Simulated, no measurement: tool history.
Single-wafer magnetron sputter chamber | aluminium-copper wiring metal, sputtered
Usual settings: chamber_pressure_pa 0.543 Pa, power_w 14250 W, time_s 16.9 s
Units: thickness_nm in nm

run,hour,chamber_pressure_pa,power_w,time_s,wafers since the last listed run,wafers on the sputter target,hours since the last manometer calibration,hours since the magnet pack was replaced,hours since the gauge calibration,"read-back reference wafer on the same gauge, thickness_nm",thickness_nm
1,0.0,0.543,14250,16.9,0,4943,1717.8,11264.7,28.9,531.530,436.857
2,104.3,0.543,14250,16.9,2887,7830,1822.1,11369.0,133.2,530.781,427.326
# hour 112.8: capacitance manometer re-zeroed and calibrated
3,143.7,0.543,13000,16.9,869,8700,30.9,11408.4,172.6,530.809,405.064
4,189.1,0.543,13000,16.9,1257,9957,76.3,11453.8,218.0,531.269,399.269
5,241.0,0.543,13000,16.9,1437,11394,128.2,11505.7,269.9,531.285,401.249
6,295.2,0.543,13050,16.9,1500,12895,182.4,11559.9,324.1,530.398,399.876
# hour 308.0: sputter target and shields replaced
7,332.7,0.543,13050,16.9,816,683,219.9,11597.4,361.6,531.325,416.086
8,614.6,0.543,13050,16.9,7805,8488,501.8,11879.3,643.5,531.905,409.350
9,696.6,0.543,14250,15.8,2270,10759,583.8,11961.3,725.5,531.503,412.342
10,775.8,0.543,14250,15.8,2192,12952,663.0,12040.5,804.7,530.581,410.742
11,813.7,0.497,14250,16.9,1049,14001,700.9,12078.4,842.6,530.657,440.612
# hour 886.6: sputter target and shields replaced
12,887.1,0.543,14250,16.9,1810,14,774.3,12151.8,916.0,530.717,453.145
13,925.2,0.543,14250,16.9,1054,1069,812.4,12189.9,954.1,530.550,452.817
14,1006.7,0.543,14250,16.9,2256,3325,893.9,12271.4,1035.6,531.178,446.595
15,1084.2,0.543,14250,16.9,2145,5471,971.4,12348.9,1113.1,531.137,443.582
16,1189.2,0.612,14250,16.9,2907,8378,1076.4,12453.9,1218.1,530.886,435.820
17,1273.8,0.612,14250,16.9,2342,10721,1161.0,12538.5,1302.7,530.383,429.899
18,1339.1,0.361,16400,18.7,1808,12529,1226.3,12603.8,1368.0,531.196,580.940
19,1390.5,0.543,14250,16.9,1423,13952,1277.7,12655.2,1419.4,530.946,433.851
# hour 1447.3: sputter target and shields replaced
20,1458.2,0.543,14250,16.9,1652,303,1345.4,12722.9,1487.1,531.252,447.088
21,1548.8,0.482,13250,16.9,2508,2811,1436.0,12813.5,1577.7,530.956,418.023
22,1597.7,0.334,14250,13.9,1353,4165,1484.9,12862.4,1626.6,530.959,386.560
23,1701.1,0.382,10750,16.9,2862,7028,1588.3,12965.8,1730.0,531.289,344.447
# hour 1735.8: capacitance manometer re-zeroed and calibrated
24,1793.6,0.543,17250,19.0,2339,9368,57.8,13058.3,1822.5,531.466,596.680
# hour 1801.9: gauge calibrated
25,1880.2,0.543,14250,16.9,2397,11765,144.4,13144.9,78.3,530.971,435.974
# hour 1927.0: sputter target and shields replaced
26,1968.2,0.543,14250,16.9,2215,1141,232.4,13232.9,166.3,530.397,448.486
27,2044.2,0.543,17300,16.9,2104,3246,308.4,13308.9,242.3,531.377,542.332
# hour 2064.1: magnet pack replaced
28,2139.4,0.642,16150,15.3,2414,5660,403.6,75.3,337.5,530.989,440.451
29,2183.8,0.543,14250,16.9,1229,6889,448.0,119.7,381.9,530.879,442.364
30,2280.8,0.605,16100,18.6,2685,9575,545.0,216.7,478.9,531.726,537.463
31,2366.8,0.543,14250,16.9,2381,11956,631.0,302.7,564.9,530.872,434.518
32,2446.9,0.543,15600,14.1,2217,14174,711.1,382.8,645.0,531.241,398.105
# hour 2458.1: sputter target and shields replaced
33,2509.8,0.683,16450,16.9,1520,1430,774.0,445.7,707.9,530.379,502.348
34,2596.2,0.543,15450,16.9,2392,3822,860.4,532.1,794.3,531.085,480.170
35,2637.3,0.543,14250,16.9,1137,4960,901.5,573.2,835.4,530.430,441.952

Forecast each of these 3 alternatives for the next run:
A,2637.7,0.543,14250,14.4,11,4971,901.9,573.6,835.8,?,?
B,2637.7,0.436,12850,19.4,11,4971,901.9,573.6,835.8,?,?
C,2637.7,0.543,11950,16.9,11,4971,901.9,573.6,835.8,?,?

run,"read-back reference wafer on the same gauge, thickness_nm",thickness_nm
A,530.918,380.955
B,530.918,476.470
C,530.918,374.931
Without the tool's hidden state the same runs would have given:
run,thickness_nm
A,389.944
B,487.327
C,383.777
